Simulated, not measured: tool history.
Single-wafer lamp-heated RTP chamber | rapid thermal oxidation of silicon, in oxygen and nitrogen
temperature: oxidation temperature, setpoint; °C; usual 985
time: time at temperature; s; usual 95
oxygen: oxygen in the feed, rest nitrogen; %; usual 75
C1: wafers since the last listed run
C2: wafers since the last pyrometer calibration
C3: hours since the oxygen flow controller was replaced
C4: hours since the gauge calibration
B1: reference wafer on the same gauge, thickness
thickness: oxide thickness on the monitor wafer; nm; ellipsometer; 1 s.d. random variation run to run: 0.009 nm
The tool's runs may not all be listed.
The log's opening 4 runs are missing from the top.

Run 5, hour 53.7: usual settings but temperature 964 °C, time 113 s; C1 69; C2 1302; C3 2945.3; C4 15.8; B1 5.499. Result: thickness 5.579 nm.
Run 6, hour 63.1: usual settings but temperature 964 °C, time 113 s; C1 49; C2 1351; C3 2954.7; C4 25.2; B1 5.501. Result: thickness 5.577 nm.
Run 7, hour 78.4: usual settings but temperature 964 °C, time 113 s; C1 80; C2 1432; C3 2970; C4 40.5; B1 5.498. Result: thickness 5.577 nm.
Run 8, hour 94.1: usual settings but oxygen 53 %; C1 82; C2 1514; C3 2985.7; C4 56.2; B1 5.499. Result: thickness 5.383 nm.
Run 9, hour 108.9: usual settings but time 127 s; C1 77; C2 1592; C3 3000.5; C4 71; B1 5.5. Result: thickness 6.881 nm.
Run 10, hour 125.8: usual settings but time 127 s; C1 88; C2 1680; C3 3017.4; C4 87.9; B1 5.499. Result: thickness 6.893 nm.
At hour 143.1: pyrometer window cleaned and pyrometer calibrated.
Run 11, hour 158.5: usual settings but time 127 s; C1 129; C2 81; C3 3050.1; C4 120.6; B1 5.498. Result: thickness 6.835 nm.
Run 12, hour 167.2: usual settings; C1 45; C2 126; C3 3058.8; C4 129.3; B1 5.499. Result: thickness 5.993 nm.
Run 13, hour 174: usual settings but temperature 1004 °C; C1 35; C2 162; C3 3065.6; C4 136.1; B1 5.502. Result: thickness 6.895 nm.
Run 14, hour 182.6: usual settings but temperature 1004 °C; C1 45; C2 207; C3 3074.2; C4 144.7; B1 5.497. Result: thickness 6.914 nm.
Run 15, hour 196.1: usual settings but oxygen 87 %; C1 70; C2 278; C3 3087.7; C4 158.2; B1 5.5. Result: thickness 6.334 nm.
Run 16, hour 214: usual settings; C1 93; C2 372; C3 3105.6; C4 176.1; B1 5.504. Result: thickness 6.006 nm.
Run 17, hour 220.8: usual settings; C1 35; C2 407; C3 3112.4; C4 182.9; B1 5.502. Result: thickness 6.026 nm.
Run 18, hour 234: usual settings but temperature 999 °C, time 107 s; C1 69; C2 477; C3 3125.6; C4 196.1; B1 5.501. Result: thickness 7.045 nm.
Run 19, hour 250.1: usual settings; C1 84; C2 561; C3 3141.7; C4 212.2; B1 5.497. Result: thickness 6.041 nm.
Run 20, hour 260.5: usual settings but temperature 956 °C, time 75 s, oxygen 88 %; C1 54; C2 616; C3 3152.1; C4 222.6; B1 5.5. Result: thickness 4.642 nm.
Run 21, hour 270.3: usual settings but temperature 969 °C, time 77 s; C1 51; C2 667; C3 3161.9; C4 232.4; B1 5.5. Result: thickness 4.889 nm.
At hour 284.2: oxygen flow controller replaced.
Run 22, hour 284.7: usual settings but temperature 974 °C, time 130 s, oxygen 90 %; C1 33; C2 700; C3 0.5; C4 246.8; B1 5.497. Result: thickness 6.818 nm.
Run 23, hour 298.7: usual settings but temperature 969 °C, time 76 s, oxygen 63 %; C1 73; C2 774; C3 14.5; C4 260.8; B1 5.499. Result: thickness 4.606 nm.
Run 24, hour 315.5: usual settings but temperature 959 °C, oxygen 98 %; C1 88; C2 862; C3 31.3; C4 277.6; B1 5.502. Result: thickness 5.448 nm.
Run 25, hour 330.9: usual settings but temperature 958 °C, time 61 s, oxygen 90 %; C1 80; C2 943; C3 46.7; C4 293; B1 5.501. Result: thickness 4.358 nm.
Run 26, hour 340.5: usual settings but temperature 996 °C, time 76 s, oxygen 47 %; C1 50; C2 993; C3 56.3; C4 302.6; B1 5.499. Result: thickness 5.059 nm.

Run 27, settings as shown, results not yet in. Your forecast:
Run 27, hour 351.9: usual settings but temperature 960 °C, time 108 s, oxygen 66 %; C1 59; C2 1053; C3 67.7; C4 314; B1 ?. Result: thickness ?.

B1: 5.502
thickness: 5.088 nm
On a tool with no hidden condition, and with the same random variation, this run would have come out at thickness 5.03 nm.

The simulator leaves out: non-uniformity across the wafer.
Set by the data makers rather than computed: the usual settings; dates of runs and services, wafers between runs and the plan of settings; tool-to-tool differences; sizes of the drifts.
